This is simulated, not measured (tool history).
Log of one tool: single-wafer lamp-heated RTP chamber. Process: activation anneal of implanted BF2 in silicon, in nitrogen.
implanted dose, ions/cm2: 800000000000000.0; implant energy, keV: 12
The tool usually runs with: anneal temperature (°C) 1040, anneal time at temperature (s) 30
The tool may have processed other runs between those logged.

| run | hour | anneal temperature (°C) | anneal time at temperature (s) | wafers since the last listed run | wafers since the last pyrometer calibration | wafers since the reflector plate was cleaned | hours since the gauge calibration | read-back reference wafer on the same gauge, sheet resistance | sheet resistance of the implanted and annealed layer (ohm/square) |
|---|---|---|---|---|---|---|---|---|---|
| 1 | 0 | 1040 | 30 | 0 | 4680 | 7158 | 344.9 | 246.73 | 199.51 |
|  | 30.6 | pyrometer window cleaned and pyrometer calibrated |
| 2 | 86.1 | 1040 | 30 | 1226 | 870 | 8384 | 431 | 247.01 | 206.4 |
| 3 | 148.7 | 1048 | 30 | 982 | 1853 | 9367 | 493.6 | 247.19 | 195.11 |
|  | 181.2 | reflector plate cleaned |
| 4 | 194 | 1048 | 30 | 585 | 2438 | 201 | 538.9 | 246.76 | 200.45 |
| 5 | 288.7 | 1040 | 30 | 1486 | 3925 | 1688 | 633.6 | 247.02 | 202.41 |
| 6 | 338.5 | 1040 | 30 | 781 | 4707 | 2469 | 683.4 | 247.05 | 201.32 |
|  | 358.4 | pyrometer window cleaned and pyrometer calibrated |
| 7 | 388.7 | 1040 | 30 | 662 | 474 | 3132 | 733.6 | 247.29 | 208.17 |
| 8 | 493.5 | 1033 | 21 | 1645 | 2120 | 4777 | 838.4 | 247.19 | 218.65 |
| 9 | 579.9 | 1033 | 21 | 1356 | 3476 | 6133 | 924.8 | 247.28 | 216.37 |
|  | 645.6 | pyrometer window cleaned and pyrometer calibrated |
| 10 | 672.7 | 1040 | 30 | 1331 | 425 | 7465 | 1017.6 | 247.18 | 206.2 |
| 11 | 724.3 | 1040 | 30 | 810 | 1235 | 8275 | 1069.2 | 247.35 | 203.04 |
|  | 769.6 | reflector plate cleaned |
| 12 | 802.3 | 1040 | 30 | 1098 | 2334 | 514 | 1147.2 | 247.16 | 205.38 |
| 13 | 890 | 1019 | 42 | 1376 | 3711 | 1890 | 1234.9 | 247.04 | 210.84 |
|  | 934.3 | pyrometer window cleaned and pyrometer calibrated |
| 14 | 957.5 | 1049 | 17 | 934 | 364 | 2824 | 1302.4 | 247.34 | 212.44 |
|  | 1024 | gauge calibrated |
| 15 | 1044 | 1026 | 30 | 1357 | 1722 | 4182 | 20 | 246.65 | 218.25 |
| 16 | 1101.6 | 1026 | 38 | 904 | 2626 | 5086 | 77.6 | 246.98 | 209.24 |
| 17 | 1198.5 | 1057 | 30 | 1521 | 4147 | 6608 | 174.5 | 246.83 | 187.01 |
|  | 1253.1 | pyrometer window cleaned and pyrometer calibrated |
| 18 | 1284.5 | 1040 | 30 | 1224 | 492 | 7832 | 260.5 | 246.75 | 207 |
| 19 | 1364.2 | 1040 | 30 | 1251 | 1744 | 9083 | 340.2 | 246.39 | 202.15 |
| 20 | 1461.1 | 1040 | 30 | 1521 | 3265 | 10604 | 437.1 | 246.83 | 200.31 |
|  | 1496.4 | reflector plate cleaned |
| 21 | 1516.7 | 1040 | 18 | 747 | 4012 | 319 | 492.7 | 247.38 | 215.48 |
| 22 | 1563.2 | 1048 | 46 | 729 | 4742 | 1049 | 539.2 | 246.43 | 186.28 |
|  | 1601.1 | pyrometer window cleaned and pyrometer calibrated |
| 23 | 1602.4 | 1058 | 30 | 489 | 20 | 1538 | 578.4 | 246.85 | 195.47 |
| 24 | 1641.4 | 1013 | 15 | 612 | 632 | 2151 | 617.4 | 246.62 | 264.65 |

4 ways to go on from here, each from the tool as it stands after run 24. What would each give?
| A | 1641.8 | 1040 | 41 | 6 | 638 | 2157 | 617.8 | ? | ? |
| B | 1641.8 | 1030 | 48 | 6 | 638 | 2157 | 617.8 | ? | ? |
| C | 1641.8 | 1029 | 24 | 6 | 638 | 2157 | 617.8 | ? | ? |
| D | 1641.8 | 1019 | 21 | 6 | 638 | 2157 | 617.8 | ? | ? |

| run | read-back reference wafer on the same gauge, sheet resistance | sheet resistance of the implanted and annealed layer (ohm/square) |
|---|---|---|
| A | 247.08 | 201.6 |
| B | 247.08 | 204.83 |
| C | 247.08 | 226.61 |
| D | 247.08 | 243.35 |
Had the tool no hidden state, the same runs would have come out as:
| run | sheet resistance of the implanted and annealed layer (ohm/square) |
|---|---|
| A | 204.15 |
| B | 207.65 |
| C | 230.3 |
| D | 247.97 |

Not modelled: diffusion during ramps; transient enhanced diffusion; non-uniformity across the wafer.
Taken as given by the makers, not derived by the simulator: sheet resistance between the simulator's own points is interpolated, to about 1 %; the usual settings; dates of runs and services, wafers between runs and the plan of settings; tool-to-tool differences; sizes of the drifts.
